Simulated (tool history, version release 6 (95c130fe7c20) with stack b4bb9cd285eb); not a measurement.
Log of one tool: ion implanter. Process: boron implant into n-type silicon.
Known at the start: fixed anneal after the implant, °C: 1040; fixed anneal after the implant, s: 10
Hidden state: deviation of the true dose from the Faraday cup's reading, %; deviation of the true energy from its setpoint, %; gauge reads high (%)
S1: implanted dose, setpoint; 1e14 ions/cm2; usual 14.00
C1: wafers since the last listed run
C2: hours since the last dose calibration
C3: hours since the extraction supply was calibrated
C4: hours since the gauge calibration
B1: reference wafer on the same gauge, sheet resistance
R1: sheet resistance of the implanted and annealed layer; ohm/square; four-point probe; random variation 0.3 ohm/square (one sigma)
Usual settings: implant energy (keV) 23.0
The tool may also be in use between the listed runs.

Run 1, hour 0.0: usual settings but implant energy (keV) 26.5; C1 0; C2 549.8; C3 3874.3; C4 701.8; B1 100.47. Result: R1 97.26 ohm/square.
Run 2, hour 243.6: usual settings; C1 3087; C2 793.4; C3 4117.9; C4 945.4; B1 100.37. Result: R1 98.93 ohm/square.
Run 3, hour 281.2: usual settings; C1 476; C2 831.0; C3 4155.5; C4 983.0; B1 100.59. Result: R1 98.73 ohm/square.
Run 4, hour 327.0: usual settings but S1 10.65 1e14 ions/cm2; C1 580; C2 876.8; C3 4201.3; C4 1028.8; B1 100.63. Result: R1 123.30 ohm/square.
Run 5, hour 382.7: usual settings but S1 10.65 1e14 ions/cm2; C1 706; C2 932.5; C3 4257.0; C4 1084.5; B1 100.54. Result: R1 123.72 ohm/square.
Run 6, hour 469.0: usual settings; C1 1093; C2 1018.8; C3 4343.3; C4 1170.8; B1 100.48. Result: R1 98.47 ohm/square.
At hour 573.6: Faraday cup replaced and dose calibrated.
Run 7, hour 575.4: usual settings; C1 1247; C2 1.8; C3 4449.7; C4 1277.2; B1 100.56. Result: R1 96.63 ohm/square.
Run 8, hour 643.6: usual settings; C1 864; C2 70.0; C3 4517.9; C4 1345.4; B1 100.40. Result: R1 97.42 ohm/square.
At hour 690.1: gauge calibrated.
Run 9, hour 692.5: usual settings but S1 18.03 1e14 ions/cm2, implant energy (keV) 26.5; C1 619; C2 118.9; C3 4566.8; C4 2.4; B1 100.52. Result: R1 79.01 ohm/square.
At hour 740.7: extraction supply calibrated.
Run 10, hour 790.8: usual settings but S1 12.04 1e14 ions/cm2; C1 1144; C2 217.2; C3 50.1; C4 100.7; B1 100.51. Result: R1 110.35 ohm/square.
Run 11, hour 868.4: usual settings but S1 10.16 1e14 ions/cm2, implant energy (keV) 18.5; C1 983; C2 294.8; C3 127.7; C4 178.3; B1 100.61. Result: R1 130.66 ohm/square.
Run 12, hour 943.9: usual settings; C1 957; C2 370.3; C3 203.2; C4 253.8; B1 100.55. Result: R1 98.28 ohm/square.
Run 13, hour 1042.2: usual settings but S1 10.64 1e14 ions/cm2, implant energy (keV) 16.0; C1 1246; C2 468.6; C3 301.5; C4 352.1; B1 100.69. Result: R1 128.14 ohm/square.
Run 14, hour 1143.2: usual settings; C1 1280; C2 569.6; C3 402.5; C4 453.1; B1 100.55. Result: R1 98.68 ohm/square.

Forecast each of these 5 alternatives for the next run:
Run A, hour 1143.6: usual settings but S1 10.60 1e14 ions/cm2; C1 5; C2 570.0; C3 402.9; C4 453.5; B1 ?. Result: R1 ?.
Run B, hour 1143.6: usual settings but S1 10.34 1e14 ions/cm2, implant energy (keV) 30.0; C1 5; C2 570.0; C3 402.9; C4 453.5; B1 ?. Result: R1 ?.
Run C, hour 1143.6: usual settings but S1 17.94 1e14 ions/cm2, implant energy (keV) 30.5; C1 5; C2 570.0; C3 402.9; C4 453.5; B1 ?. Result: R1 ?.
Run D, hour 1143.6: usual settings but S1 17.17 1e14 ions/cm2, implant energy (keV) 26.5; C1 5; C2 570.0; C3 402.9; C4 453.5; B1 ?. Result: R1 ?.
Run E, hour 1143.6: usual settings but S1 17.87 1e14 ions/cm2, implant energy (keV) 16.0; C1 5; C2 570.0; C3 402.9; C4 453.5; B1 ?. Result: R1 ?.

run      B1      R1
  A  100.43  124.48
  B  100.43  124.82
  C  100.43   78.91
  D  100.43   82.90
  E  100.43   88.68
Without the tool's hidden state the same runs would have given:
run      R1
  A  121.89
  B  122.24
  C   77.40
  D   81.34
  E   87.42
